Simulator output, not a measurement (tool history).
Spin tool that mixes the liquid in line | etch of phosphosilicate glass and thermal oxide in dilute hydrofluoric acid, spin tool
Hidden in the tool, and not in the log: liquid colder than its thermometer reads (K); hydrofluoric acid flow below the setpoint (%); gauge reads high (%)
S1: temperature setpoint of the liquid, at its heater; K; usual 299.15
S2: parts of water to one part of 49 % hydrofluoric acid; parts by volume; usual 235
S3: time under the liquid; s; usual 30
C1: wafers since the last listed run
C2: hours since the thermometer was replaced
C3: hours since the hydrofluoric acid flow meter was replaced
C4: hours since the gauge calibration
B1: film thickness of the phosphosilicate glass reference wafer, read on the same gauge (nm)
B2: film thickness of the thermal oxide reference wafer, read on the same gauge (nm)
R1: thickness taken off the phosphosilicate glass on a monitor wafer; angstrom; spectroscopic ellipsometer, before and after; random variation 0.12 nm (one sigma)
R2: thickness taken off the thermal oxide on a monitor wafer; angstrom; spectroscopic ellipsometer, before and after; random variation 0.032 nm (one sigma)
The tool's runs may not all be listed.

run    hour      S1   S2  S3    C1     C2      C3      C4     B1      B2     R1     R2
  1       0  297.65  235  30     0  588.2  1424.5    34.5     70  40.006  213.4   4.54
  2    66.3  299.15  235  30  1377  654.5  1490.8   100.8  69.96  40.013  223.8   5.74
  3   101.9  296.65  180  30   739  690.1  1526.4   136.4  69.98   39.97  283.8    6.9
  4   158.3  297.15  125  15  1171  746.5  1582.8   192.8     70  39.985  222.8   4.78
      169.8  -- hydrofluoric acid flow meter replaced
  5   224.2  303.15  170  45  1348  812.4    54.4   258.7  69.98  40.024  615.4  15.42
  6   258.8  301.15  235  15   718    847      89   293.3  70.01  40.009  126.1   3.15
  7   330.5  295.15  310  20  1489  918.7   160.7     365  69.97  40.011   96.4    2.3
      350.2  -- thermometer replaced
  8   373.5  299.15  235  30   872   23.3   203.7     408  69.99  39.945  237.7   5.36
  9   443.4  303.15  140  45  1452   93.2   273.6   477.9  70.02  40.016  763.5  18.06
 10     498  296.15  305  20  1134  147.8   328.2   532.5  70.06   39.97  100.6   2.59
 11   566.3  299.15  235  30  1419  216.1   396.5   600.8  69.98  40.002  237.3   5.09
 12   628.3  303.65  130  30  1288  278.1   458.5   662.8     70  40.008    568  13.04
 13   675.2  299.15  150  40   974    325   505.4   709.7     70  40.032  533.4  11.39
 14   724.8  299.15  235  25  1030  374.6     555   759.3     70  39.973  193.8   4.81
 15   780.8  294.15  125  30  1163  430.6     611   815.3  70.03  39.996  407.3   9.26
 16   847.7  299.15  175  30  1390  497.5   677.9   882.2  70.02  39.994  329.6    8.4
 17   887.8  303.65  345  20   833  537.6     718   922.3  70.04  40.012  108.8   2.56
 18   926.4  294.15  280  50   802  576.2   756.6   960.9  70.01  39.977  259.1   6.28
 19   951.3  295.65  235  30   517  601.1   781.5   985.8  70.01  39.967  204.4   4.34
 20  1166.4  303.15  235  15  4469  816.2   996.6  1200.9  69.99  39.987  131.7   3.22
 21  1200.9  301.15  175  40   716  850.7  1031.1  1235.4  69.99  40.036  473.3  11.37
       1258  -- thermometer replaced
 22  1267.1  301.65  235  45  1354    9.1  1097.3  1301.6  70.02  40.001  373.1   7.99
 23  1300.4  303.15  175  25   691   42.4  1130.6  1334.9  69.98  40.012  315.8   7.01
 24  1365.1  299.15  235  30  1344  107.1  1195.3  1399.6  69.97  39.996  226.2    5.3
 25  1403.9  299.15  235  30   806  145.9  1234.1  1438.4  69.97  39.997  225.2   5.31
 26  1463.3  299.15  235  30  1234  205.3  1293.5  1497.8  69.96  39.983  224.7   5.08

4 ways to go on from here, each from the tool as it stands after run 26. What would each give?
  A  1463.7  302.15  235  30   8  205.7  1293.9  1498.2   ?   ?   ?   ?
  B  1463.7  301.65  235  30   8  205.7  1293.9  1498.2   ?   ?   ?   ?
  C  1463.7  294.15  290  30   8  205.7  1293.9  1498.2   ?   ?   ?   ?
  D  1463.7  299.15  340  50   8  205.7  1293.9  1498.2   ?   ?   ?   ?

run     B1      B2     R1    R2
  A  69.98  39.955  251.9  6.05
  B  69.98  39.955  247.6  5.95
  C  69.98  39.955  145.6   3.5
  D  69.98  39.955  234.1  5.62
Without the tool's hidden state the same runs would have given:
run     R1    R2
  A  266.8  6.41
  B  262.3   6.3
  C  154.2   3.7
  D  248.7  5.97

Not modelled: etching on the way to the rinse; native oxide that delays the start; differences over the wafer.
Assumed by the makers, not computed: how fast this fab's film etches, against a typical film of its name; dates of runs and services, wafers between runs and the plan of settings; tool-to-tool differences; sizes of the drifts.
